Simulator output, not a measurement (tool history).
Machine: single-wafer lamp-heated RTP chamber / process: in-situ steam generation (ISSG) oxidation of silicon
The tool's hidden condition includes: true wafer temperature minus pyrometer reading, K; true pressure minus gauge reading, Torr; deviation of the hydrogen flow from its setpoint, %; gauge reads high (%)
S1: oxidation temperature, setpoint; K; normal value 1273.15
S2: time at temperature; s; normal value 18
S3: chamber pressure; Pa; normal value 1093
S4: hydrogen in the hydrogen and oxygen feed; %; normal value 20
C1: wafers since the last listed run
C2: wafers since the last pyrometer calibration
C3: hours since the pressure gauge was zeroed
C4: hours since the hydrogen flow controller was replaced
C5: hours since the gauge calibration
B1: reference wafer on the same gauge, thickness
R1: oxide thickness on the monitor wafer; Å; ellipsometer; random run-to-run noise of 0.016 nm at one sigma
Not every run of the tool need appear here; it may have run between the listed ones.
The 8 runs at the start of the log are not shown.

{"run": 9, "hour": 340.4, "S1": 1273.15, "S2": 18, "S3": 1013, "S4": 20, "C1": 515, "C2": 2211, "C3": 1616.7, "C4": 5345.7, "C5": 534.9, "B1": 5.382, "R1": 52.23}
{"run": 10, "hour": 393.4, "S1": 1273.15, "S2": 18, "S3": 1093, "S4": 20, "C1": 647, "C2": 2858, "C3": 1669.7, "C4": 5398.7, "C5": 587.9, "B1": 5.383, "R1": 52.15}
{"run": 11, "hour": 428.7, "S1": 1273.15, "S2": 18, "S3": 1093, "S4": 20, "C1": 431, "C2": 3289, "C3": 1705.0, "C4": 5434.0, "C5": 623.2, "B1": 5.379, "R1": 52.39}
{"hour": 461.8, "done": "pyrometer window cleaned and pyrometer calibrated"}
{"run": 12, "hour": 507.2, "S1": 1273.15, "S2": 22, "S3": 1093, "S4": 20, "C1": 860, "C2": 554, "C3": 1783.5, "C4": 5512.5, "C5": 701.7, "B1": 5.38, "R1": 56.5}
{"run": 13, "hour": 562.0, "S1": 1273.15, "S2": 22, "S3": 1093, "S4": 20, "C1": 669, "C2": 1223, "C3": 1838.3, "C4": 5567.3, "C5": 756.5, "B1": 5.38, "R1": 56.92}
{"hour": 619.9, "done": "hydrogen flow controller replaced"}
{"run": 14, "hour": 633.5, "S1": 1273.15, "S2": 22, "S3": 1093, "S4": 20, "C1": 775, "C2": 1999, "C3": 1909.8, "C4": 13.6, "C5": 828.0, "B1": 5.382, "R1": 57.62}
{"hour": 640.5, "done": "gauge calibrated"}
{"run": 15, "hour": 692.9, "S1": 1260.15, "S2": 18, "S3": 1093, "S4": 20, "C1": 725, "C2": 2724, "C3": 1969.2, "C4": 73.0, "C5": 52.4, "B1": 5.379, "R1": 50.17}
{"hour": 724.6, "done": "pyrometer window cleaned and pyrometer calibrated"}
{"run": 16, "hour": 725.1, "S1": 1273.15, "S2": 18, "S3": 1093, "S4": 20, "C1": 295, "C2": 5, "C3": 2001.4, "C4": 105.2, "C5": 84.6, "B1": 5.383, "R1": 51.01}
{"hour": 735.4, "done": "pressure gauge zeroed"}
{"run": 17, "hour": 758.4, "S1": 1285.15, "S2": 18, "S3": 1293, "S4": 27, "C1": 308, "C2": 314, "C3": 23.0, "C4": 138.5, "C5": 117.9, "B1": 5.384, "R1": 56.79}
{"run": 18, "hour": 810.9, "S1": 1273.15, "S2": 18, "S3": 1093, "S4": 20, "C1": 641, "C2": 955, "C3": 75.5, "C4": 191.0, "C5": 170.4, "B1": 5.379, "R1": 51.59}
{"run": 19, "hour": 847.7, "S1": 1263.15, "S2": 18, "S3": 1093, "S4": 20, "C1": 449, "C2": 1405, "C3": 112.3, "C4": 227.8, "C5": 207.2, "B1": 5.379, "R1": 49.75}
{"run": 20, "hour": 875.9, "S1": 1273.15, "S2": 18, "S3": 1093, "S4": 20, "C1": 344, "C2": 1749, "C3": 140.5, "C4": 256.0, "C5": 235.4, "B1": 5.382, "R1": 52.07}
{"run": 21, "hour": 925.9, "S1": 1288.15, "S2": 18, "S3": 1013, "S4": 15, "C1": 610, "C2": 2360, "C3": 190.5, "C4": 306.0, "C5": 285.4, "B1": 5.379, "R1": 52.01}
{"run": 22, "hour": 969.1, "S1": 1282.15, "S2": 13, "S3": 1027, "S4": 16, "C1": 527, "C2": 2887, "C3": 233.7, "C4": 349.2, "C5": 328.6, "B1": 5.378, "R1": 44.57}
{"hour": 1017.9, "done": "pyrometer window cleaned and pyrometer calibrated"}
{"run": 23, "hour": 1034.9, "S1": 1273.15, "S2": 15, "S3": 1093, "S4": 23, "C1": 705, "C2": 207, "C3": 299.5, "C4": 415.0, "C5": 394.4, "B1": 5.38, "R1": 49.36}
{"run": 24, "hour": 1073.4, "S1": 1265.15, "S2": 13, "S3": 1187, "S4": 12, "C1": 470, "C2": 677, "C3": 338.0, "C4": 453.5, "C5": 432.9, "B1": 5.382, "R1": 38.54}
{"run": 25, "hour": 1136.4, "S1": 1285.15, "S2": 21, "S3": 1160, "S4": 24, "C1": 769, "C2": 1447, "C3": 401.0, "C4": 516.5, "C5": 495.9, "B1": 5.385, "R1": 61.44}
{"run": 26, "hour": 1228.8, "S1": 1266.15, "S2": 21, "S3": 1093, "S4": 24, "C1": 1128, "C2": 2575, "C3": 493.4, "C4": 608.9, "C5": 588.3, "B1": 5.382, "R1": 57.48}
{"run": 27, "hour": 1275.9, "S1": 1273.15, "S2": 18, "S3": 947, "S4": 12, "C1": 575, "C2": 3150, "C3": 540.5, "C4": 656.0, "C5": 635.4, "B1": 5.377, "R1": 46.76}
{"hour": 1308.5, "done": "pyrometer window cleaned and pyrometer calibrated"}
{"run": 28, "hour": 1344.3, "S1": 1256.15, "S2": 18, "S3": 1213, "S4": 20, "C1": 737, "C2": 437, "C3": 608.9, "C4": 724.4, "C5": 703.8, "B1": 5.375, "R1": 48.04}
{"run": 29, "hour": 1380.1, "S1": 1263.15, "S2": 18, "S3": 1213, "S4": 11, "C1": 437, "C2": 874, "C3": 644.7, "C4": 760.2, "C5": 739.6, "B1": 5.378, "R1": 43.44}
{"run": 30, "hour": 1417.4, "S1": 1273.15, "S2": 18, "S3": 1093, "S4": 20, "C1": 455, "C2": 1330, "C3": 682.0, "C4": 797.5, "C5": 776.9, "B1": 5.38, "R1": 51.74}
{"run": 31, "hour": 1455.6, "S1": 1273.15, "S2": 18, "S3": 1093, "S4": 20, "C1": 466, "C2": 1796, "C3": 720.2, "C4": 835.7, "C5": 815.1, "B1": 5.381, "R1": 52.14}

4 ways to go on from here, each from the tool as it stands after run 31. What would each give?
{"run": "A", "hour": 1456.0, "S1": 1273.15, "S2": 18, "S3": 1093, "S4": 20, "C1": 4, "C2": 1801, "C3": 720.6, "C4": 836.1, "C5": 815.5, "B1": "?", "R1": "?"}
{"run": "B", "hour": 1456.0, "S1": 1279.15, "S2": 18, "S3": 1093, "S4": 20, "C1": 4, "C2": 1801, "C3": 720.6, "C4": 836.1, "C5": 815.5, "B1": "?", "R1": "?"}
{"run": "C", "hour": 1456.0, "S1": 1259.15, "S2": 12, "S3": 1187, "S4": 20, "C1": 4, "C2": 1801, "C3": 720.6, "C4": 836.1, "C5": 815.5, "B1": "?", "R1": "?"}
{"run": "D", "hour": 1456.0, "S1": 1257.15, "S2": 16, "S3": 1240, "S4": 30, "C1": 4, "C2": 1801, "C3": 720.6, "C4": 836.1, "C5": 815.5, "B1": "?", "R1": "?"}

run=A B1=5.380 R1=52.00
run=B B1=5.380 R1=53.31
run=C B1=5.380 R1=41.13
run=D B1=5.380 R1=50.56
Had the tool no hidden state, the same runs would have come out as:
run=A R1=51.11
run=B R1=52.36
run=C R1=40.57
run=D R1=49.81
